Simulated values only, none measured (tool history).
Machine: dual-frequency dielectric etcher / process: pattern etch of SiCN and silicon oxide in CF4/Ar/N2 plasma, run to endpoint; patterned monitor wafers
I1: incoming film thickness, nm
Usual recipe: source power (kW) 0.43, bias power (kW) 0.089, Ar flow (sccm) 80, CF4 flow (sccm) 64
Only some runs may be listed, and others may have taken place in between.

{"run": 1, "day": 0.0, "source power (kW)": 0.51, "bias power (kW)": 0.089, "Ar flow (sccm)": 80, "CF4 flow (sccm)": 64, "I1": 12.55, "endpoint time (s)": 11.8}
{"run": 2, "day": 0.725, "source power (kW)": 0.51, "bias power (kW)": 0.089, "Ar flow (sccm)": 80, "CF4 flow (sccm)": 64, "I1": 12.53, "endpoint time (s)": 11.8}
{"run": 3, "day": 1.279, "source power (kW)": 0.43, "bias power (kW)": 0.089, "Ar flow (sccm)": 80, "CF4 flow (sccm)": 58, "I1": 12.52, "endpoint time (s)": 14.4}
{"run": 4, "day": 1.95, "source power (kW)": 0.43, "bias power (kW)": 0.089, "Ar flow (sccm)": 80, "CF4 flow (sccm)": 58, "I1": 12.51, "endpoint time (s)": 14.4}
{"run": 5, "day": 2.346, "source power (kW)": 0.43, "bias power (kW)": 0.089, "Ar flow (sccm)": 80, "CF4 flow (sccm)": 64, "I1": 12.44, "endpoint time (s)": 14.2}
{"day": 3.417, "done": "upper electrode replaced"}
{"run": 6, "day": 3.438, "source power (kW)": 0.46, "bias power (kW)": 0.07, "Ar flow (sccm)": 80, "CF4 flow (sccm)": 64, "I1": 12.6, "endpoint time (s)": 14.6}
{"run": 7, "day": 3.454, "source power (kW)": 0.43, "bias power (kW)": 0.089, "Ar flow (sccm)": 80, "CF4 flow (sccm)": 64, "I1": 12.58, "endpoint time (s)": 14.3}
{"run": 8, "day": 3.712, "source power (kW)": 0.43, "bias power (kW)": 0.101, "Ar flow (sccm)": 80, "CF4 flow (sccm)": 73, "I1": 12.48, "endpoint time (s)": 13.4}
{"day": 4.633, "done": "CF4 flow controller replaced"}
{"day": 5.042, "done": "wet clean of the chamber"}
{"run": 9, "day": 5.062, "source power (kW)": 0.46, "bias power (kW)": 0.103, "Ar flow (sccm)": 80, "CF4 flow (sccm)": 55, "I1": 12.4, "endpoint time (s)": 12.3}
{"run": 10, "day": 5.079, "source power (kW)": 0.43, "bias power (kW)": 0.089, "Ar flow (sccm)": 88, "CF4 flow (sccm)": 64, "I1": 12.59, "endpoint time (s)": 14.2}
{"run": 11, "day": 5.154, "source power (kW)": 0.43, "bias power (kW)": 0.074, "Ar flow (sccm)": 80, "CF4 flow (sccm)": 64, "I1": 12.52, "endpoint time (s)": 14.9}
{"run": 12, "day": 5.412, "source power (kW)": 0.51, "bias power (kW)": 0.097, "Ar flow (sccm)": 93, "CF4 flow (sccm)": 58, "I1": 12.41, "endpoint time (s)": 11.5}

Run 13 is up next; what results do you expect?
{"run": 13, "day": 5.912, "source power (kW)": 0.37, "bias power (kW)": 0.108, "Ar flow (sccm)": 72, "CF4 flow (sccm)": 64, "I1": 12.45, "endpoint time (s)": "?"}

{"run 13": {"endpoint time (s)": 15.1}}
If the tool had no hidden condition, the same run with the same run-to-run variation would have returned endpoint time (s) 15.1.
